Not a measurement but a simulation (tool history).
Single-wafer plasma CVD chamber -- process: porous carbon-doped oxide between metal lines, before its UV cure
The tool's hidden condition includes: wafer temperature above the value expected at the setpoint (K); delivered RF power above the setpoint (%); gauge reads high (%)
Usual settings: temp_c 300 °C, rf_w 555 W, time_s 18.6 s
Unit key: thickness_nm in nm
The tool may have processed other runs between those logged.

run     day  temp_c  rf_w  time_s  wafers since the last listed run  hours since the last thermocouple change  hours since the last RF generator calibration  hours since the showerhead was replaced  hours since the gauge calibration  read-back reference wafer on the same gauge, thickness_nm  thickness_nm
  1   0.000     300   555    18.6                                 0                                    2602.0                                         2043.4                                   4660.0                               11.9                                                    109.962        97.952
  2   0.525     300   555    18.6                               492                                    2614.6                                         2056.0                                   4672.6                               24.5                                                    110.014        98.260
  3   0.954     300   555    18.6                               402                                    2624.9                                         2066.3                                   4682.9                               34.8                                                    109.986        98.263
  4   1.462     290   555    18.6                               476                                    2637.1                                         2078.5                                   4695.1                               47.0                                                    109.883       103.662
  5   2.175     290   555    18.6                               668                                    2654.2                                         2095.6                                   4712.2                               64.1                                                    110.019       103.453
  6   2.833     290   555    18.6                               617                                    2670.0                                         2111.4                                   4728.0                               79.9                                                    110.052       103.558
  7   3.112     300   555    18.6                               261                                    2676.7                                         2118.1                                   4734.7                               86.6                                                    109.943        98.317
  8   3.462     300   555    18.6                               328                                    2685.1                                         2126.5                                   4743.1                               95.0                                                    110.001        98.135
  9   3.867     300   555    18.6                               379                                    2694.8                                         2136.2                                   4752.8                              104.7                                                    110.000        98.256
 10   4.275     300   555    18.6                               382                                    2704.6                                         2146.0                                   4762.6                              114.5                                                    110.056        98.407
 11   4.875     300   555    16.5                               562                                    2719.0                                         2160.4                                   4777.0                              128.9                                                    109.987        87.529
 12   5.304     300   555    16.5                               402                                    2729.3                                         2170.7                                   4787.3                              139.2                                                    110.000        87.646
 13   5.933     300   555    18.6                               590                                    2744.4                                         2185.8                                   4802.4                              154.3                                                    109.947        98.475
 14   6.238     300   555    18.6                               285                                    2751.7                                         2193.1                                   4809.7                              161.6                                                    110.033        98.309
      7.171  -- RF generator calibrated
 15   7.192     307   495    18.6                               582                                    2774.6                                            0.5                                   4832.6                              184.5                                                    110.004        94.275
 16   7.317     300   555    18.6                               117                                    2777.6                                            3.5                                   4835.6                              187.5                                                    109.927       102.073
 17   7.688     310   555    15.4                               347                                    2786.5                                           12.4                                   4844.5                              196.4                                                    109.939        80.971
      8.150  -- showerhead replaced, of another model than before
 18   8.283     300   555    18.6                               246                                    2800.8                                           26.7                                      3.2                              210.7                                                    110.093       101.514
      8.362  -- gauge calibrated
 19   8.871     285   450    16.1                               551                                    2814.9                                           40.8                                     17.3                               12.2                                                    109.992        81.430
 20   9.546     300   640    18.6                               633                                    2831.1                                           57.0                                     33.5                               28.4                                                    109.998       111.791
     10.062  -- thermocouple changed; heater temperature recalibrated
 21  10.083     300   455    21.4                               191                                       0.5                                           69.9                                     46.4                               41.3                                                    109.963        99.541
 22  10.188     289   455    16.1                                97                                       3.0                                           72.4                                     48.9                               43.8                                                    110.032        79.971
 23  10.542     300   655    18.6                               332                                      11.5                                           80.9                                     57.4                               52.3                                                    110.019       113.451

For run 24, what comes out?
 24  11.188     300   555    18.6                               605                                      27.0                                           96.4                                     72.9                               67.8                                                          ?             ?

{"run 24": {"read-back reference wafer on the same gauge, thickness_nm": 110.02, "thickness_nm": 100.832}}
On a tool with no hidden condition, and with the same random variation, this run would have come out at thickness_nm 102.180 nm.
